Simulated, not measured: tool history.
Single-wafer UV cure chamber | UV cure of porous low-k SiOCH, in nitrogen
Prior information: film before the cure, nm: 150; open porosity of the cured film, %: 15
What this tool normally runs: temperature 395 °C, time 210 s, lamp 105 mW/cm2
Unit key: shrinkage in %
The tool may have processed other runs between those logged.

run,hour,temperature,time,lamp,shrinkage
1,0.0,395,210,105,9.862
2,8.5,395,210,105,9.957
3,15.1,395,210,105,9.891
4,22.5,395,210,105,9.953
5,29.8,395,210,105,9.780
6,40.1,395,210,105,9.900
7,55.0,395,210,105,9.901
8,67.2,395,155,105,8.571
9,75.3,376,110,85,6.235
10,88.4,395,160,105,8.768
# hour 108.0: quartz window cleaned
11,108.5,395,210,105,10.795
# hour 120.5: UV bulbs replaced
12,121.0,402,135,105,8.968
13,135.8,406,210,105,10.697
14,150.8,385,125,91,7.620

4 ways to go on from here, each from the tool as it stands after run 14. What would each give?
A,151.3,395,210,105,?
B,151.3,411,210,71,?
C,151.3,395,210,116,?
D,151.3,408,170,130,?

run,shrinkage
A,10.492
B,9.126
C,10.915
D,10.712
Without the tool's hidden state the same runs would have given:
run,shrinkage
A,10.881
B,9.498
C,11.309
D,11.103
